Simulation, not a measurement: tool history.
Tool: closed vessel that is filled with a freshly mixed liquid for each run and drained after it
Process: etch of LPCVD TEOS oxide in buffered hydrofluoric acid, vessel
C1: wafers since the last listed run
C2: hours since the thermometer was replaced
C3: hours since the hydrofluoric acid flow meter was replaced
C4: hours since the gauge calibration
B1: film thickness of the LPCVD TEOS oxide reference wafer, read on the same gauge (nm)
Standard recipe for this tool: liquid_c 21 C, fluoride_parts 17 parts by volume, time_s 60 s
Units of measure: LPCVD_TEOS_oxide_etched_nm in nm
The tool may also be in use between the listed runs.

{"run": 1, "day": 0.0, "liquid_c": 21, "fluoride_parts": 17, "time_s": 60, "C1": 0, "C2": 2240.5, "C3": 1461.6, "C4": 425.1, "B1": 79.98, "LPCVD_TEOS_oxide_etched_nm": 133.28}
{"run": 2, "day": 3.442, "liquid_c": 21, "fluoride_parts": 17, "time_s": 60, "C1": 10806, "C2": 2323.1, "C3": 1544.2, "C4": 507.7, "B1": 80.02, "LPCVD_TEOS_oxide_etched_nm": 131.12}
{"run": 3, "day": 7.033, "liquid_c": 21, "fluoride_parts": 17, "time_s": 60, "C1": 11277, "C2": 2409.3, "C3": 1630.4, "C4": 593.9, "B1": 80.01, "LPCVD_TEOS_oxide_etched_nm": 130.83}
{"run": 4, "day": 10.458, "liquid_c": 21, "fluoride_parts": 17, "time_s": 60, "C1": 10754, "C2": 2491.5, "C3": 1712.6, "C4": 676.1, "B1": 80, "LPCVD_TEOS_oxide_etched_nm": 132.42}
{"run": 5, "day": 17.912, "liquid_c": 19.5, "fluoride_parts": 17, "time_s": 60, "C1": 23405, "C2": 2670.4, "C3": 1891.5, "C4": 855, "B1": 80.01, "LPCVD_TEOS_oxide_etched_nm": 119.84}
{"day": 18.192, "done": "thermometer replaced"}
{"run": 6, "day": 19.767, "liquid_c": 19.5, "fluoride_parts": 17, "time_s": 60, "C1": 5691, "C2": 37.8, "C3": 1936, "C4": 899.5, "B1": 79.99, "LPCVD_TEOS_oxide_etched_nm": 131.54}
{"day": 20.483, "done": "hydrofluoric acid flow meter replaced"}
{"run": 7, "day": 21.696, "liquid_c": 19.5, "fluoride_parts": 17, "time_s": 60, "C1": 5926, "C2": 84.1, "C3": 29.1, "C4": 945.8, "B1": 80, "LPCVD_TEOS_oxide_etched_nm": 133.02}
{"run": 8, "day": 23.562, "liquid_c": 21, "fluoride_parts": 17, "time_s": 60, "C1": 5861, "C2": 128.9, "C3": 73.9, "C4": 990.6, "B1": 79.98, "LPCVD_TEOS_oxide_etched_nm": 146.62}
{"run": 9, "day": 26.546, "liquid_c": 21, "fluoride_parts": 22, "time_s": 60, "C1": 9367, "C2": 200.5, "C3": 145.5, "C4": 1062.2, "B1": 80.02, "LPCVD_TEOS_oxide_etched_nm": 115.2}
{"run": 10, "day": 28.283, "liquid_c": 21, "fluoride_parts": 20, "time_s": 85, "C1": 5455, "C2": 242.2, "C3": 187.2, "C4": 1103.9, "B1": 79.98, "LPCVD_TEOS_oxide_etched_nm": 170.34}
{"day": 29.567, "done": "gauge calibrated"}
{"run": 11, "day": 30.267, "liquid_c": 24, "fluoride_parts": 17, "time_s": 30, "C1": 6227, "C2": 289.8, "C3": 234.8, "C4": 16.8, "B1": 79.98, "LPCVD_TEOS_oxide_etched_nm": 84.13}
{"run": 12, "day": 32.692, "liquid_c": 21, "fluoride_parts": 12, "time_s": 60, "C1": 7614, "C2": 348, "C3": 293, "C4": 75, "B1": 79.93, "LPCVD_TEOS_oxide_etched_nm": 200.04}
{"run": 13, "day": 35.371, "liquid_c": 21, "fluoride_parts": 17, "time_s": 60, "C1": 8412, "C2": 412.3, "C3": 357.3, "C4": 139.3, "B1": 80, "LPCVD_TEOS_oxide_etched_nm": 143.74}
{"run": 14, "day": 39.562, "liquid_c": 21, "fluoride_parts": 17, "time_s": 60, "C1": 13161, "C2": 512.9, "C3": 457.9, "C4": 239.9, "B1": 79.99, "LPCVD_TEOS_oxide_etched_nm": 142.73}
{"run": 15, "day": 41.429, "liquid_c": 17, "fluoride_parts": 15, "time_s": 90, "C1": 5861, "C2": 557.7, "C3": 502.7, "C4": 284.7, "B1": 80.01, "LPCVD_TEOS_oxide_etched_nm": 192.17}
{"run": 16, "day": 45.929, "liquid_c": 18, "fluoride_parts": 19.5, "time_s": 60, "C1": 14129, "C2": 665.7, "C3": 610.7, "C4": 392.7, "B1": 80, "LPCVD_TEOS_oxide_etched_nm": 104.82}

Below are 5 alternative next runs, each starting from the tool's condition after run 16. Predict each:
{"run": "A", "day": 45.958, "liquid_c": 21, "fluoride_parts": 20, "time_s": 60, "C1": 91, "C2": 666.4, "C3": 611.4, "C4": 393.4, "B1": "?", "LPCVD_TEOS_oxide_etched_nm": "?"}
{"run": "B", "day": 45.958, "liquid_c": 23.5, "fluoride_parts": 11.5, "time_s": 40, "C1": 91, "C2": 666.4, "C3": 611.4, "C4": 393.4, "B1": "?", "LPCVD_TEOS_oxide_etched_nm": "?"}
{"run": "C", "day": 45.958, "liquid_c": 19.5, "fluoride_parts": 23, "time_s": 45, "C1": 91, "C2": 666.4, "C3": 611.4, "C4": 393.4, "B1": "?", "LPCVD_TEOS_oxide_etched_nm": "?"}
{"run": "D", "day": 45.958, "liquid_c": 21, "fluoride_parts": 17, "time_s": 50, "C1": 91, "C2": 666.4, "C3": 611.4, "C4": 393.4, "B1": "?", "LPCVD_TEOS_oxide_etched_nm": "?"}
{"run": "E", "day": 45.958, "liquid_c": 17, "fluoride_parts": 22.5, "time_s": 40, "C1": 91, "C2": 666.4, "C3": 611.4, "C4": 393.4, "B1": "?", "LPCVD_TEOS_oxide_etched_nm": "?"}

run=A B1=79.99 LPCVD_TEOS_oxide_etched_nm=121.04
run=B B1=79.99 LPCVD_TEOS_oxide_etched_nm=159.7
run=C B1=79.99 LPCVD_TEOS_oxide_etched_nm=75.75
run=D B1=79.99 LPCVD_TEOS_oxide_etched_nm=118.42
run=E B1=79.99 LPCVD_TEOS_oxide_etched_nm=59.28
Had the tool no hidden state, the same runs would have come out as:
run=A LPCVD_TEOS_oxide_etched_nm=124.81
run=B LPCVD_TEOS_oxide_etched_nm=164.59
run=C LPCVD_TEOS_oxide_etched_nm=78.15
run=D LPCVD_TEOS_oxide_etched_nm=122.11
run=E LPCVD_TEOS_oxide_etched_nm=61.18
